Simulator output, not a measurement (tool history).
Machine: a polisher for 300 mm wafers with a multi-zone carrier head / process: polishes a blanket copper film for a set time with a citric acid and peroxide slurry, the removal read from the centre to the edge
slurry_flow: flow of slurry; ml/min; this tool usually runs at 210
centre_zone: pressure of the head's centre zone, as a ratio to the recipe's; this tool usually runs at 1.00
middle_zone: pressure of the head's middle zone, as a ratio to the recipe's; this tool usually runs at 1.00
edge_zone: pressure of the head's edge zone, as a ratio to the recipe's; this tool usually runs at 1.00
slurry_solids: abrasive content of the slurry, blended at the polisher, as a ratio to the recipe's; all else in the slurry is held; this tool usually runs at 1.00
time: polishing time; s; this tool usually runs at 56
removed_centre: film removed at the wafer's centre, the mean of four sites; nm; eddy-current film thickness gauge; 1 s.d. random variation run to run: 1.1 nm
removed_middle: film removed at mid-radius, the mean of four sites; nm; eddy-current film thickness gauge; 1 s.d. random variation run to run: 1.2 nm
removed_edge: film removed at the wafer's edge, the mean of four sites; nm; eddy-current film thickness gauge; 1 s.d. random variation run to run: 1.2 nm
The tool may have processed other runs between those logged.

run	hour	slurry_flow	centre_zone	middle_zone	edge_zone	slurry_solids	time	wafers since the last listed run	wafers polished on this pad	hours since the slurry nozzle was cleaned	hours since the centre zone pressure was calibrated	hours since the edge zone pressure was calibrated	hours since the carrier head's membrane was replaced	incoming thickness of the incoming film, nm	removed_centre	removed_middle	removed_edge
1	0.0	210	0.93	1.00	1.00	1.00	56	0	821	103.7	546.8	6.7	79.5	1005.9	122.9	129.5	129.1
2	73.4	210	0.93	1.00	1.00	1.00	56	607	1429	177.1	620.2	80.1	152.9	1016.3	124.7	130.6	130.2
3	128.3	210	0.93	1.00	1.00	1.00	56	454	1883	232.0	675.1	135.0	207.8	1019.6	125.6	130.4	128.8
# hour 164.3: centre zone pressure recalibrated
4	165.6	210	1.00	1.00	1.00	1.20	56	292	2175	269.3	1.3	172.3	245.1	997.8	133.2	133.8	132.5
5	224.3	210	1.00	1.00	1.00	1.00	56	485	2661	328.0	60.0	231.0	303.8	1027.4	128.8	127.9	127.5
6	292.1	265	1.00	1.00	1.00	0.85	56	561	3222	395.8	127.8	298.8	371.6	1011.5	129.1	127.2	125.0
# hour 352.8: worn pad replaced by a new one
7	389.1	265	1.00	1.07	1.11	1.00	68	769	300	492.8	224.8	395.8	468.6	1021.7	162.5	168.4	167.2
# hour 427.2: slurry nozzle cleaned
8	474.2	210	1.00	1.05	0.94	1.00	56	696	996	47.0	309.9	480.9	553.7	1020.1	132.7	135.5	124.5
9	738.7	210	1.00	1.04	1.00	1.00	56	2189	3186	311.5	574.4	745.4	818.2	1005.3	135.6	133.6	128.7
# hour 839.1: carrier head's membrane replaced by a new one
10	843.0	210	1.04	1.00	1.00	1.00	56	821	4007	415.8	678.7	849.7	3.9	1023.3	144.6	130.5	129.2
# hour 888.0: worn pad replaced by a new one
11	924.0	265	1.00	0.89	0.92	1.25	56	637	298	496.8	759.7	930.7	84.9	1020.7	150.5	126.1	130.2
# hour 964.1: edge zone pressure recalibrated
12	964.6	210	1.00	1.00	1.00	1.00	38	319	617	537.4	800.3	0.5	125.5	1002.2	95.2	87.8	87.9
# hour 979.3: centre zone pressure recalibrated
13	1010.3	175	1.00	1.09	1.00	1.00	69	361	979	583.1	31.0	46.2	171.2	989.4	150.5	168.7	156.7
# hour 1041.4: slurry nozzle cleaned
14	1102.5	230	0.93	1.00	1.00	1.00	51	754	1734	61.1	123.2	138.4	263.4	999.9	110.0	119.0	117.7
15	1175.6	210	1.00	1.00	0.91	1.00	56	605	2339	134.2	196.3	211.5	336.5	1010.7	130.1	129.4	124.7
16	1223.9	210	1.00	1.00	1.00	1.00	56	399	2739	182.5	244.6	259.8	384.8	1017.7	130.0	128.4	125.7
17	1261.6	210	1.00	1.00	1.00	1.00	56	312	3051	220.2	282.3	297.5	422.5	999.7	131.2	127.9	128.7
18	1350.3	210	1.00	1.00	0.88	1.00	45	734	3785	308.9	371.0	386.2	511.2	1018.2	105.7	102.6	96.2
# hour 1392.7: worn pad replaced by a new one
19	1410.9	270	0.92	1.00	1.00	1.00	56	468	150	369.5	431.6	446.8	571.8	1011.4	127.2	132.9	130.2
20	1465.1	210	1.00	0.94	1.00	1.00	56	448	599	423.7	485.8	501.0	626.0	998.0	133.5	122.1	127.8
21	1549.4	210	1.00	1.05	0.94	1.00	56	697	1297	508.0	570.1	585.3	710.3	1006.4	133.8	135.5	124.6

Alternative continuations, all from the tool just after run 21; predict every row:
A	1549.8	210	1.00	1.00	1.00	1.00	56	3	1300	508.4	570.5	585.7	710.7	1004.2	?	?	?
B	1549.8	280	1.00	1.00	1.00	1.00	69	3	1300	508.4	570.5	585.7	710.7	1004.2	?	?	?
C	1549.8	210	1.00	1.00	1.00	1.00	66	3	1300	508.4	570.5	585.7	710.7	1004.2	?	?	?
D	1549.8	155	1.00	1.00	1.00	1.00	56	3	1300	508.4	570.5	585.7	710.7	1004.2	?	?	?

run	removed_centre	removed_middle	removed_edge
A	135.9	127.1	130.0
B	172.5	160.9	163.4
C	160.2	149.9	153.2
D	131.2	123.2	127.0
Without the tool's hidden state the same runs would have given:
run	removed_centre	removed_middle	removed_edge
A	126.7	127.2	130.0
B	160.8	160.9	163.4
C	149.3	149.9	153.2
D	122.3	123.3	127.0
